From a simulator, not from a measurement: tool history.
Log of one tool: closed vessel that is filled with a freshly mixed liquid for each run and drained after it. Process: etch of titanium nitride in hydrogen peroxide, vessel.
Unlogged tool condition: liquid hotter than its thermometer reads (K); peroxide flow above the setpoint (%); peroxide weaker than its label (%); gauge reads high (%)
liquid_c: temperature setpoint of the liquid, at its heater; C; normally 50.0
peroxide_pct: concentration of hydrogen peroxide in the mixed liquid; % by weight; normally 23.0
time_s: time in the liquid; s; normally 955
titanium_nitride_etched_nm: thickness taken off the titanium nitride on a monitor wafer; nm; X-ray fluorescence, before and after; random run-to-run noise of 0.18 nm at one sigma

run,hour,liquid_c,peroxide_pct,time_s,wafers since the last listed run,hours since the thermometer was replaced,hours since the peroxide flow meter was replaced,hours since the drum of peroxide was connected,hours since the gauge calibration,"read-back film thickness of the titanium nitride reference wafer, read on the same gauge (nm)",titanium_nitride_etched_nm
1,0.0,55.0,23.0,955,0,82.4,2454.6,473.3,151.8,120.02,59.76
2,8.1,55.0,23.0,955,630,90.5,2462.7,481.4,159.9,120.01,59.40
3,18.7,55.0,23.0,955,825,101.1,2473.3,492.0,170.5,119.98,59.52
4,29.4,50.0,23.0,955,833,111.8,2484.0,502.7,181.2,120.01,41.24
# hour 37.9: peroxide flow meter replaced
5,42.9,53.0,23.0,955,973,125.3,5.0,516.2,194.7,120.01,52.33
6,56.6,50.0,23.0,955,1066,139.0,18.7,529.9,208.4,120.01,41.86
7,63.7,45.0,23.0,625,552,146.1,25.8,537.0,215.5,120.01,18.93
8,71.3,41.0,19.5,955,591,153.7,33.4,544.6,223.1,120.02,20.80
9,85.9,50.0,19.5,955,1137,168.3,48.0,559.2,237.7,119.98,40.36
10,101.4,50.0,23.0,1175,1207,183.8,63.5,574.7,253.2,120.02,51.77
11,111.6,50.0,23.0,955,794,194.0,73.7,584.9,263.4,120.01,41.64
# hour 114.8: gauge calibrated
12,121.4,50.0,29.5,955,763,203.8,83.5,594.7,6.6,119.99,44.66
13,128.7,50.0,17.5,765,568,211.1,90.8,602.0,13.9,120.00,32.07
14,141.3,50.0,23.0,955,981,223.7,103.4,614.6,26.5,120.02,42.28
15,149.8,50.0,23.0,955,662,232.2,111.9,623.1,35.0,120.00,42.11
# hour 159.2: new drum of peroxide connected
16,164.8,54.0,23.0,1100,1090,247.2,126.9,5.6,50.0,120.03,64.59
17,176.3,54.5,23.0,390,895,258.7,138.4,17.1,61.5,119.97,23.60
18,188.8,50.0,23.0,955,973,271.2,150.9,29.6,74.0,120.03,42.43
19,197.8,50.0,23.0,955,700,280.2,159.9,38.6,83.0,119.99,42.61
20,206.1,50.0,23.0,955,646,288.5,168.2,46.9,91.3,119.97,42.28
21,220.3,45.0,23.0,395,1105,302.7,182.4,61.1,105.5,120.02,12.20
22,228.5,50.0,23.0,955,638,310.9,190.6,69.3,113.7,120.00,42.23
23,235.2,54.5,23.0,535,521,317.6,197.3,76.0,120.4,120.00,32.76
24,241.5,50.0,23.0,955,490,323.9,203.6,82.3,126.7,119.99,42.63
25,248.3,50.0,30.0,955,529,330.7,210.4,89.1,133.5,119.98,45.40
26,254.4,50.0,23.0,955,475,336.8,216.5,95.2,139.6,120.03,42.00
27,269.4,47.5,29.5,955,1168,351.8,231.5,110.2,154.6,120.04,37.48
28,283.0,50.0,27.5,410,1059,365.4,245.1,123.8,168.2,119.98,18.95

Forecast each of these 5 alternatives for the next run:
A,283.9,50.0,23.0,585,70,366.3,246.0,124.7,169.1,?,?
B,283.9,50.0,17.0,955,70,366.3,246.0,124.7,169.1,?,?
C,283.9,44.5,16.5,590,70,366.3,246.0,124.7,169.1,?,?
D,283.9,45.5,23.0,955,70,366.3,246.0,124.7,169.1,?,?
E,283.9,50.0,23.0,1220,70,366.3,246.0,124.7,169.1,?,?

run,"read-back film thickness of the titanium nitride reference wafer, read on the same gauge (nm)",titanium_nitride_etched_nm
A,120.00,26.01
B,120.00,39.81
C,120.00,16.34
D,120.00,30.59
E,120.00,54.25
The same runs, with their run-to-run variation unchanged, on a tool lacking any hidden condition would have given:
run,titanium_nitride_etched_nm
A,24.75
B,37.88
C,15.52
D,29.06
E,51.62
